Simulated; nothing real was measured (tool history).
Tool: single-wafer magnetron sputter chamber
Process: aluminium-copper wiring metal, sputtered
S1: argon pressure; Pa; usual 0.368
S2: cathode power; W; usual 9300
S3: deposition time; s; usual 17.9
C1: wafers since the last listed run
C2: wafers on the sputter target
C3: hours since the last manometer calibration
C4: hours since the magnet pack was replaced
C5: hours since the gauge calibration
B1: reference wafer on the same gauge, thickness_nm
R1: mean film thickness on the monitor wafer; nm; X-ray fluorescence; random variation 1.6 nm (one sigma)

{"run": 1, "hour": 0.0, "S1": 0.416, "S2": 9300, "S3": 16.3, "C1": 0, "C2": 4465, "C3": 1464.0, "C4": 5155.2, "C5": 1079.3, "B1": 353.953, "R1": 284.397}
{"run": 2, "hour": 69.0, "S1": 0.368, "S2": 9300, "S3": 17.9, "C1": 1760, "C2": 6225, "C3": 1533.0, "C4": 5224.2, "C5": 1148.3, "B1": 354.07, "R1": 324.393}
{"run": 3, "hour": 155.1, "S1": 0.368, "S2": 9300, "S3": 17.9, "C1": 2196, "C2": 8421, "C3": 1619.1, "C4": 5310.3, "C5": 1234.4, "B1": 354.729, "R1": 324.559}
{"run": 4, "hour": 196.5, "S1": 0.368, "S2": 9300, "S3": 17.9, "C1": 1056, "C2": 9477, "C3": 1660.5, "C4": 5351.7, "C5": 1275.8, "B1": 354.76, "R1": 323.269}
{"hour": 236.8, "done": "sputter target and shields replaced"}
{"run": 5, "hour": 288.0, "S1": 0.368, "S2": 9300, "S3": 17.9, "C1": 2129, "C2": 1306, "C3": 1752.0, "C4": 5443.2, "C5": 1367.3, "B1": 353.738, "R1": 321.495}
{"run": 6, "hour": 374.7, "S1": 0.368, "S2": 9300, "S3": 17.9, "C1": 2211, "C2": 3517, "C3": 1838.7, "C4": 5529.9, "C5": 1454.0, "B1": 353.69, "R1": 326.348}
{"run": 7, "hour": 424.6, "S1": 0.325, "S2": 9300, "S3": 17.9, "C1": 1272, "C2": 4790, "C3": 1888.6, "C4": 5579.8, "C5": 1503.9, "B1": 353.869, "R1": 335.352}
{"run": 8, "hour": 475.9, "S1": 0.325, "S2": 9300, "S3": 17.9, "C1": 1308, "C2": 6099, "C3": 1939.9, "C4": 5631.1, "C5": 1555.2, "B1": 353.977, "R1": 335.282}
{"run": 9, "hour": 532.6, "S1": 0.325, "S2": 9300, "S3": 17.9, "C1": 1446, "C2": 7545, "C3": 1996.6, "C4": 5687.8, "C5": 1611.9, "B1": 353.571, "R1": 335.13}
{"hour": 597.9, "done": "gauge calibrated"}
{"hour": 645.5, "done": "sputter target and shields replaced"}
{"run": 10, "hour": 646.0, "S1": 0.368, "S2": 11050, "S3": 17.0, "C1": 2688, "C2": 12, "C3": 2110.0, "C4": 5801.2, "C5": 48.1, "B1": 353.865, "R1": 349.411}
{"run": 11, "hour": 718.5, "S1": 0.368, "S2": 11050, "S3": 17.0, "C1": 1849, "C2": 1862, "C3": 2182.5, "C4": 5873.7, "C5": 120.6, "B1": 353.676, "R1": 352.016}
{"run": 12, "hour": 818.0, "S1": 0.368, "S2": 11050, "S3": 17.0, "C1": 2538, "C2": 4400, "C3": 2282.0, "C4": 5973.2, "C5": 220.1, "B1": 354.1, "R1": 351.049}
{"run": 13, "hour": 864.4, "S1": 0.368, "S2": 9300, "S3": 17.9, "C1": 1183, "C2": 5583, "C3": 2328.4, "C4": 6019.6, "C5": 266.5, "B1": 354.662, "R1": 326.137}
{"hour": 934.4, "done": "magnet pack replaced"}
{"run": 14, "hour": 962.9, "S1": 0.368, "S2": 9300, "S3": 17.9, "C1": 2308, "C2": 7892, "C3": 2426.9, "C4": 28.5, "C5": 365.0, "B1": 353.817, "R1": 331.239}
{"run": 15, "hour": 1008.2, "S1": 0.325, "S2": 9300, "S3": 17.9, "C1": 1155, "C2": 9047, "C3": 2472.2, "C4": 73.8, "C5": 410.3, "B1": 354.065, "R1": 338.626}
{"hour": 1022.0, "done": "sputter target and shields replaced"}
{"run": 16, "hour": 1064.8, "S1": 0.475, "S2": 9300, "S3": 17.9, "C1": 1239, "C2": 1091, "C3": 2528.8, "C4": 130.4, "C5": 466.9, "B1": 353.118, "R1": 309.893}
{"run": 17, "hour": 1122.4, "S1": 0.255, "S2": 9300, "S3": 19.7, "C1": 1469, "C2": 2560, "C3": 2586.4, "C4": 188.0, "C5": 524.5, "B1": 353.826, "R1": 389.123}
{"run": 18, "hour": 1172.9, "S1": 0.368, "S2": 7950, "S3": 19.8, "C1": 1288, "C2": 3848, "C3": 2636.9, "C4": 238.5, "C5": 575.0, "B1": 353.849, "R1": 331.544}
{"run": 19, "hour": 1216.0, "S1": 0.368, "S2": 11050, "S3": 17.0, "C1": 1099, "C2": 4947, "C3": 2680.0, "C4": 281.6, "C5": 618.1, "B1": 353.916, "R1": 356.679}
{"hour": 1321.9, "done": "capacitance manometer re-zeroed and calibrated"}
{"run": 20, "hour": 1322.4, "S1": 0.368, "S2": 9300, "S3": 17.9, "C1": 2509, "C2": 7457, "C3": 0.5, "C4": 388.0, "C5": 724.5, "B1": 354.053, "R1": 319.228}
{"run": 21, "hour": 1367.5, "S1": 0.416, "S2": 9300, "S3": 16.3, "C1": 1150, "C2": 8608, "C3": 45.6, "C4": 433.1, "C5": 769.6, "B1": 354.48, "R1": 278.544}
{"hour": 1453.9, "done": "sputter target and shields replaced"}
{"run": 22, "hour": 1467.0, "S1": 0.489, "S2": 7650, "S3": 17.9, "C1": 2333, "C2": 334, "C3": 145.1, "C4": 532.6, "C5": 869.1, "B1": 353.825, "R1": 258.342}
{"run": 23, "hour": 1507.7, "S1": 0.368, "S2": 7850, "S3": 17.9, "C1": 1038, "C2": 1373, "C3": 185.8, "C4": 573.3, "C5": 909.8, "B1": 353.8, "R1": 288.988}
{"run": 24, "hour": 1606.4, "S1": 0.368, "S2": 9300, "S3": 17.9, "C1": 2517, "C2": 3890, "C3": 284.5, "C4": 672.0, "C5": 1008.5, "B1": 354.086, "R1": 318.805}
{"run": 25, "hour": 1658.2, "S1": 0.238, "S2": 9300, "S3": 17.9, "C1": 1321, "C2": 5211, "C3": 336.3, "C4": 723.8, "C5": 1060.3, "B1": 353.983, "R1": 355.927}
{"run": 26, "hour": 1735.5, "S1": 0.229, "S2": 9300, "S3": 21.0, "C1": 1971, "C2": 7183, "C3": 413.6, "C4": 801.1, "C5": 1137.6, "B1": 353.53, "R1": 418.814}
{"run": 27, "hour": 1796.0, "S1": 0.368, "S2": 9300, "S3": 17.9, "C1": 1543, "C2": 8726, "C3": 474.1, "C4": 861.6, "C5": 1198.1, "B1": 354.019, "R1": 321.317}
{"hour": 1854.5, "done": "sputter target and shields replaced"}
{"run": 28, "hour": 1887.5, "S1": 0.309, "S2": 10500, "S3": 15.4, "C1": 2129, "C2": 840, "C3": 565.6, "C4": 953.1, "C5": 1289.6, "B1": 353.912, "R1": 313.386}

Measured less the same run without the tool's hidden state. The same run-to-run variation is in both; the gauge's scatter may not be:
The hidden state here: deposition rate above that of a new target (%); true argon pressure above the setpoint (%); gauge reads high (%).
run=1 R1=+2.692
run=2 R1=+2.960
run=3 R1=+3.384
run=4 R1=+3.582
run=5 R1=+4.044
run=6 R1=+4.592
run=7 R1=+4.260
run=8 R1=+4.528
run=9 R1=+4.829
run=10 R1=+6.708
run=11 R1=+7.282
run=12 R1=+8.005
run=13 R1=+7.770
run=14 R1=+8.630
run=15 R1=+7.797
run=16 R1=+11.964
run=17 R1=+6.917
run=18 R1=+10.312
run=19 R1=+11.482
run=20 R1=-1.490
run=21 R1=-1.511
run=22 R1=-1.658
run=23 R1=-1.300
run=24 R1=-1.362
run=25 R1=-0.776
run=26 R1=-0.796
run=27 R1=-1.149
run=28 R1=-0.772

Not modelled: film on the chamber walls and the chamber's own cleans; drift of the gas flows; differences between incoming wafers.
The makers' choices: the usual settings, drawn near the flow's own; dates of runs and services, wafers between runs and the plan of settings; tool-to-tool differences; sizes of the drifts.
